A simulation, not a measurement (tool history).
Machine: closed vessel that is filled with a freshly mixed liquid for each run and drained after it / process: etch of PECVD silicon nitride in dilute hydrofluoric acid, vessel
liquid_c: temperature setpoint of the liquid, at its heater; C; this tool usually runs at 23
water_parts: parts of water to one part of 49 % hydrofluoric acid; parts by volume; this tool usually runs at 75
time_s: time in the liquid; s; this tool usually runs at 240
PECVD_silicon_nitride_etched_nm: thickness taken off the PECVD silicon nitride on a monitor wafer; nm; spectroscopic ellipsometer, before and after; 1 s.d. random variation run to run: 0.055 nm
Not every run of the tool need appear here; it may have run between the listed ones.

run,day,liquid_c,water_parts,time_s,wafers since the last listed run,hours since the thermometer was replaced,hours since the hydrofluoric acid flow meter was replaced,hours since the gauge calibration,"read-back film thickness of the PECVD silicon nitride reference wafer, read on the same gauge (nm)",PECVD_silicon_nitride_etched_nm
1,0,23,75,240,0,1493.3,1277.9,551.9,87.4,7.94
2,5.175,23,75,240,15675,1617.5,1402.1,676.1,87.15,7.98
3,6.608,23,75,240,4341,1651.9,1436.5,710.5,87.03,8
4,9.417,23,75,240,8506,1719.3,1503.9,777.9,86.92,7.99
5,12.079,24.5,75,240,8064,1783.2,1567.8,841.8,86.79,8.72
6,13.85,24.5,75,240,5363,1825.7,1610.3,884.3,86.77,8.75
7,15.375,23,75,240,4619,1862.3,1646.9,920.9,86.71,7.8
8,16.871,23,75,350,4530,1898.2,1682.8,956.8,86.62,11.5
9,19.358,23,75,350,7534,1957.9,1742.5,1016.5,86.59,11.49
10,22.312,23,75,350,8948,2028.8,1813.4,1087.4,86.49,11.44
11,23.771,23,75,240,4417,2063.8,1848.4,1122.4,86.47,7.82
12,25.233,23,75,240,4429,2098.9,1883.5,1157.5,86.46,7.78
13,28.038,23,75,240,8493,2166.2,1950.8,1224.8,86.37,7.82
14,29.304,23,75,240,3836,2196.6,1981.2,1255.2,86.39,7.81
15,31.779,23,75,240,7496,2256,2040.6,1314.6,86.34,7.8
16,34,23,75,145,6726,2309.3,2093.9,1367.9,86.29,4.71
# day 35.271: thermometer replaced
17,36.588,25,110,240,7711,31.6,2156,1430,86.22,6.16
# day 38.088: hydrofluoric acid flow meter replaced
18,39.096,19.5,100,185,7471,91.8,24.2,1490.2,86.22,3.61
19,40.946,19.5,75,240,5603,136.2,68.6,1534.6,86.21,6.15
# day 41.088: gauge calibrated
20,42.067,23,65,360,3395,163.1,95.5,23.5,89.33,14
21,44.175,25,85,185,6386,213.7,146.1,74.1,88.97,6.29
22,52.112,20.5,40,380,24043,404.2,336.6,264.6,87.98,19.87
23,53.796,20,110,295,5098,444.6,377,305,87.84,5.5
24,59.404,25,110,240,16987,579.2,511.6,439.6,87.32,6.23
25,62.067,21.5,75,200,8064,643.1,575.5,503.5,87.15,5.97
26,63.6,23,55,240,4644,679.9,612.3,540.3,87.06,10.7
27,64.875,25.5,75,240,3862,710.5,642.9,570.9,86.94,9.39
28,66.367,19,75,385,4518,746.3,678.7,606.7,86.9,9.71
29,67.604,23,75,240,3748,776,708.4,636.4,86.86,7.86
30,68.946,23,75,280,4063,808.2,740.6,668.6,86.72,9.18
31,69.983,23,40,150,3142,833.1,765.5,693.5,86.72,9.16
32,71.554,18.5,110,145,4758,870.8,803.2,731.2,86.64,2.4
33,74.233,23,35,240,8115,935.1,867.5,795.5,86.53,16.47

Hidden state at the last listed run before each entry between runs and at the first one after, where it differs:
Runs 16 to 17: thermometer replaced (day 35.271)
  gauge reads high (%): -4.12 -> -4.16
  the result without the hidden state subtracted from the measured one, PECVD_silicon_nitride_etched_nm: -0.2 -> -0.27 nm
Runs 17 to 18: hydrofluoric acid flow meter replaced (day 38.088)
  gauge reads high (%): -4.16 -> -4.2
  the result without the hidden state subtracted from the measured one, PECVD_silicon_nitride_etched_nm: -0.27 -> -0.16 nm
Runs 19 to 20: gauge calibrated (day 41.088)
  gauge reads high (%): -4.22 -> -0.796
  the result without the hidden state subtracted from the measured one, PECVD_silicon_nitride_etched_nm: -0.27 -> -0.12 nm
